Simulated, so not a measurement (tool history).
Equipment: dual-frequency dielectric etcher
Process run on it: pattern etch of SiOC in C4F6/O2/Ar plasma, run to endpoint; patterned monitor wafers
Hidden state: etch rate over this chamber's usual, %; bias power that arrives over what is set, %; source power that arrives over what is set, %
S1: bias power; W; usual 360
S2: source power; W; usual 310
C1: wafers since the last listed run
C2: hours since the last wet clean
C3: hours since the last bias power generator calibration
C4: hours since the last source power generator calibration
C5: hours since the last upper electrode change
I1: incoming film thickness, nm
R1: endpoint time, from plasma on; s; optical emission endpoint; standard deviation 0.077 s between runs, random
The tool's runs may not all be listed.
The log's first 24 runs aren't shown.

run   hour   S1   S2   C1     C2     C3     C4     C5     I1    R1
       685  -- wet clean of the chamber
 25  685.5  360  310  208    0.5   59.8   78.2  185.3  37.79  15.8
 26  685.8  360  310    4    0.8   60.1   78.5  185.6  37.93  15.8
 27  704.8  420  310  291   19.8   79.1   97.5  204.6  37.87  14.9
 28  738.9  360  310  522   53.9  113.2  131.6  238.7  37.59  15.7
 29  771.7  302  240  502   86.7    146  164.4  271.5  37.37    18
 30  793.4  360  310  332  108.4  167.7  186.1  293.2  37.46  15.5
 31  807.5  360  310  215  122.5  181.8  200.2  307.3  37.69  15.7
 32  820.9  283  240  205  135.9  195.2  213.6  320.7  38.37    19
 33  843.1  275  280  340  158.1  217.4  235.8  342.9  37.34  17.6
 34  864.1  425  310  321  179.1  238.4  256.8  363.9  38.12  14.8

Below are 5 alternative next runs, each starting from the tool's condition after run 34. Predict each:
  A  864.5  360  310   6  179.5  238.8  257.2  364.3  37.43   ?
  B  864.5  387  290   6  179.5  238.8  257.2  364.3  37.43   ?
  C  864.5  336  370   6  179.5  238.8  257.2  364.3  37.43   ?
  D  864.5  325  360   6  179.5  238.8  257.2  364.3  37.43   ?
  E  864.5  360  350   6  179.5  238.8  257.2  364.3  37.43   ?

run    R1
  A  15.6
  B  15.4
  C  15.1
  D  15.4
  E    15
Without the tool's unlogged condition, the same runs would have read:
run    R1
  A  15.6
  B  15.4
  C  15.1
  D  15.4
  E    15

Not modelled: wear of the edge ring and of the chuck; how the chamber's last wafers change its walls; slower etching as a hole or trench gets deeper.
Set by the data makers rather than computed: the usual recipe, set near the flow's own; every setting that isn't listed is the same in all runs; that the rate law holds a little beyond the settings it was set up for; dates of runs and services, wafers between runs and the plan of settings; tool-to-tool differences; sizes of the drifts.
